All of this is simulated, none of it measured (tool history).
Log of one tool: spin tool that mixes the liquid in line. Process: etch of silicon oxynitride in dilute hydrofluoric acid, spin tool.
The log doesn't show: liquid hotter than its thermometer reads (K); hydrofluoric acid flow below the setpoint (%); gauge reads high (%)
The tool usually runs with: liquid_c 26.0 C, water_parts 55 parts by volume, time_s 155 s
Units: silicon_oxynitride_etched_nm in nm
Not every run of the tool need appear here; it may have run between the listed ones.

| run | hour | liquid_c | water_parts | time_s | wafers since the last listed run | hours since the thermometer was replaced | hours since the hydrofluoric acid flow meter was replaced | hours since the gauge calibration | read-back film thickness of the silicon oxynitride reference wafer, read on the same gauge (nm) | silicon_oxynitride_etched_nm |
|---|---|---|---|---|---|---|---|---|---|---|
| 1 | 0.0 | 26.0 | 70 | 155 | 0 | 1901.6 | 996.5 | 218.1 | 90.007 | 3.248 |
| 2 | 16.7 | 26.0 | 70 | 155 | 119 | 1918.3 | 1013.2 | 234.8 | 90.005 | 3.245 |
| 3 | 27.0 | 26.0 | 55 | 155 | 73 | 1928.6 | 1023.5 | 245.1 | 89.994 | 4.123 |
| 4 | 34.8 | 22.5 | 55 | 155 | 55 | 1936.4 | 1031.3 | 252.9 | 90.007 | 3.497 |
| 5 | 48.5 | 22.5 | 55 | 155 | 97 | 1950.1 | 1045.0 | 266.6 | 89.982 | 3.531 |
| 6 | 63.3 | 22.5 | 55 | 155 | 105 | 1964.9 | 1059.8 | 281.4 | 89.986 | 3.542 |
| 7 | 69.9 | 26.0 | 55 | 155 | 47 | 1971.5 | 1066.4 | 288.0 | 89.998 | 4.219 |
| 8 | 79.4 | 26.0 | 55 | 155 | 67 | 1981.0 | 1075.9 | 297.5 | 89.973 | 4.132 |
| 9 | 120.7 | 26.0 | 65 | 155 | 294 | 2022.3 | 1117.2 | 338.8 | 90.005 | 3.463 |
| 10 | 137.9 | 26.0 | 65 | 155 | 122 | 2039.5 | 1134.4 | 356.0 | 90.002 | 3.492 |
| 11 | 152.1 | 26.0 | 65 | 155 | 101 | 2053.7 | 1148.6 | 370.2 | 90.010 | 3.434 |
| 12 | 164.3 | 26.0 | 55 | 90 | 87 | 2065.9 | 1160.8 | 382.4 | 90.003 | 2.416 |
|  | 170.7 | gauge calibrated |
| 13 | 171.3 | 24.5 | 55 | 155 | 49 | 2072.9 | 1167.8 | 0.6 | 90.029 | 3.864 |
| 14 | 177.8 | 26.0 | 55 | 155 | 46 | 2079.4 | 1174.3 | 7.1 | 90.004 | 4.134 |
|  | 178.9 | thermometer replaced |
| 15 | 193.9 | 24.0 | 75 | 155 | 107 | 15.0 | 1190.4 | 23.2 | 89.997 | 2.702 |

Run 16 comes next. What will it give?
|  | 196.9 | hydrofluoric acid flow meter replaced |
| 16 | 201.8 | 27.5 | 45 | 85 | 49 | 22.9 | 4.9 | 31.1 | ? | ? |

Run 16 came out at read-back film thickness of the silicon oxynitride reference wafer, read on the same gauge (nm) 89.983, silicon_oxynitride_etched_nm 3.372 nm.
The same run, on a tool lacking any hidden state, would have yielded silicon_oxynitride_etched_nm 3.374 nm.
